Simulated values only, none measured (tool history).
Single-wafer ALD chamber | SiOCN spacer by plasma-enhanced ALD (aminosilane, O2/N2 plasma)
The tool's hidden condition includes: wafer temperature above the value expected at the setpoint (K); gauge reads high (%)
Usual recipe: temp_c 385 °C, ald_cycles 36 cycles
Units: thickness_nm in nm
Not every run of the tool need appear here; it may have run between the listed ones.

run,hour,temp_c,ald_cycles,wafers since the last listed run,hours since the last thermocouple change,hours since the gauge calibration,"read-back reference wafer on the same gauge, thickness_nm",thickness_nm
1,0,385,36,0,518.6,568.8,2.124,2.276
2,56.5,385,32,273,575.1,625.3,2.128,2.031
3,145.1,385,32,429,663.7,713.9,2.132,2.036
4,239.8,385,39,459,758.4,808.6,2.136,2.477
5,302.7,385,39,304,821.3,871.5,2.139,2.478
6,342.6,385,39,193,861.2,911.4,2.141,2.441
7,448.3,385,36,512,966.9,1017.1,2.145,2.289
8,486.1,385,36,183,1004.7,1054.9,2.147,2.281
9,590.5,388,33,506,1109.1,1159.3,2.152,2.094
10,674.5,388,33,407,1193.1,1243.3,2.161,2.124
# hour 716.1: thermocouple changed; heater temperature recalibrated
11,754.3,388,33,348,38.2,1323.1,2.163,2.106
12,818,385,36,308,101.9,1386.8,2.162,2.299
13,904.7,385,36,420,188.6,1473.5,2.176,2.326
14,960.7,385,36,271,244.6,1529.5,2.18,2.315
15,1004,380,36,209,287.9,1572.8,2.179,2.306
16,1086.1,385,39,398,370,1654.9,2.189,2.52
17,1138.5,396,39,254,422.4,1707.3,2.193,2.531
# hour 1211.5: gauge calibrated
18,1443.1,385,33,1476,727,231.6,2.116,2.054
19,1481.1,392,34,184,765,269.6,2.113,2.135
20,1556.8,396,36,367,840.7,345.3,2.115,2.266
21,1622.6,375,40,319,906.5,411.1,2.114,2.498
22,1718.6,385,36,465,1002.5,507.1,2.119,2.242
23,1818.5,374,29,484,1102.4,607,2.117,1.816
# hour 1880: thermocouple changed; heater temperature recalibrated
24,1880.5,385,36,261,0.5,669,2.121,2.261
25,1929.2,379,40,236,49.2,717.7,2.125,2.492
26,1984,391,36,265,104,772.5,2.125,2.257
27,2037.9,372,33,261,157.9,826.4,2.127,2.072
28,2101.5,398,31,308,221.5,890,2.13,1.958

For each run, what was the tool's unlogged condition?
wafer temperature above the value expected at the setpoint (K): 0 in every run
H1: gauge reads high (%)
run,H1
1,0.385
2,0.462
3,0.598
4,0.762
5,0.883
6,0.964
7,1.2
8,1.29
9,1.55
10,1.78
11,2.01
12,2.21
13,2.49
14,2.69
15,2.84
16,3.14
17,3.34
18,-0.371
19,-0.35
20,-0.296
21,-0.24
22,-0.139
23,-0.0121
24,0.0782
25,0.155
26,0.248
27,0.347
28,0.471

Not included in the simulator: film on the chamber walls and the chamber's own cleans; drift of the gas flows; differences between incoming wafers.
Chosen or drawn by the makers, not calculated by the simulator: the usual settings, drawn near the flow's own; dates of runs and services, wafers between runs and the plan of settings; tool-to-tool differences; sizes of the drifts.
